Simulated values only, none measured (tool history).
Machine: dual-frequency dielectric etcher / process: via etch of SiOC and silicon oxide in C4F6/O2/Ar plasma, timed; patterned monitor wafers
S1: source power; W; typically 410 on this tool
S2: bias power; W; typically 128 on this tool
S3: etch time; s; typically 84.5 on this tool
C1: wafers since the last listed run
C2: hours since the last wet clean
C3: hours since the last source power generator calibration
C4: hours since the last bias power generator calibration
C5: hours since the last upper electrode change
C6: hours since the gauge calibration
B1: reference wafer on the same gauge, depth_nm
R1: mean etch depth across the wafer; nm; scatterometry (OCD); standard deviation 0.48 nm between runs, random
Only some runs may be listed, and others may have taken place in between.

Run 1, hour 0.0: usual settings; C1 0; C2 88.4; C3 1977.8; C4 2585.1; C5 3382.6; C6 560.4; B1 91.5. Result: R1 85.4 nm.
Run 2, hour 57.5: usual settings; C1 884; C2 145.9; C3 2035.3; C4 2642.6; C5 3440.1; C6 617.9; B1 91.7. Result: R1 85.1 nm.
Run 3, hour 115.8: usual settings; C1 896; C2 204.2; C3 2093.6; C4 2700.9; C5 3498.4; C6 676.2; B1 91.6. Result: R1 84.0 nm.
Run 4, hour 153.2: usual settings; C1 575; C2 241.6; C3 2131.0; C4 2738.3; C5 3535.8; C6 713.6; B1 91.5. Result: R1 84.2 nm.
Run 5, hour 197.3: usual settings; C1 678; C2 285.7; C3 2175.1; C4 2782.4; C5 3579.9; C6 757.7; B1 91.5. Result: R1 83.9 nm.
Run 6, hour 228.0: usual settings; C1 472; C2 316.4; C3 2205.8; C4 2813.1; C5 3610.6; C6 788.4; B1 91.3. Result: R1 83.9 nm.
Run 7, hour 253.4: usual settings; C1 390; C2 341.8; C3 2231.2; C4 2838.5; C5 3636.0; C6 813.8; B1 91.3. Result: R1 84.2 nm.
At hour 298.1: gauge calibrated.
At hour 302.2: upper electrode replaced.
Run 8, hour 302.7: usual settings; C1 389; C2 391.1; C3 2280.5; C4 2887.8; C5 0.5; C6 4.6; B1 91.7. Result: R1 83.8 nm.
Run 9, hour 351.4: usual settings but S1 500 W, S2 113 W, S3 75.0 s; C1 749; C2 439.8; C3 2329.2; C4 2936.5; C5 49.2; C6 53.3; B1 91.5. Result: R1 74.7 nm.
At hour 402.3: wet clean of the chamber.
Run 10, hour 415.8: usual settings but S2 146 W; C1 621; C2 13.5; C3 2393.6; C4 3000.9; C5 113.6; C6 117.7; B1 91.6. Result: R1 84.5 nm.
Run 11, hour 449.0: usual settings; C1 510; C2 46.7; C3 2426.8; C4 3034.1; C5 146.8; C6 150.9; B1 91.4. Result: R1 81.1 nm.
At hour 502.6: wet clean of the chamber, repeated, since the last time left the tool worse.
Run 12, hour 503.1: usual settings but S1 460 W, S2 142 W, S3 103.5 s; C1 463; C2 0.5; C3 2480.9; C4 3088.2; C5 200.9; C6 205.0; B1 91.6. Result: R1 108.0 nm.
At hour 518.3: bias power generator calibrated.
At hour 520.2: source power generator calibrated.
Run 13, hour 575.0: usual settings but S1 360 W, S2 114 W, S3 60.5 s; C1 1016; C2 72.4; C3 54.8; C4 56.7; C5 272.8; C6 276.9; B1 91.5. Result: R1 56.7 nm.
Run 14, hour 627.8: usual settings but S1 440 W, S3 70.0 s; C1 812; C2 125.2; C3 107.6; C4 109.5; C5 325.6; C6 329.7; B1 91.4. Result: R1 71.1 nm.
Run 15, hour 694.7: usual settings but S1 330 W, S3 97.0 s; C1 1029; C2 192.1; C3 174.5; C4 176.4; C5 392.5; C6 396.6; B1 91.8. Result: R1 90.9 nm.

Estimate the outcome of run 16 from the log above:
Run 16, hour 736.5: usual settings; C1 643; C2 233.9; C3 216.3; C4 218.2; C5 434.3; C6 438.4; B1 ?. Result: R1 ?.

B1: 91.4
R1: 82.9 nm
Take away the tool's hidden state, keep the run-to-run variation as it was, and the same run would have given R1 84.9 nm.

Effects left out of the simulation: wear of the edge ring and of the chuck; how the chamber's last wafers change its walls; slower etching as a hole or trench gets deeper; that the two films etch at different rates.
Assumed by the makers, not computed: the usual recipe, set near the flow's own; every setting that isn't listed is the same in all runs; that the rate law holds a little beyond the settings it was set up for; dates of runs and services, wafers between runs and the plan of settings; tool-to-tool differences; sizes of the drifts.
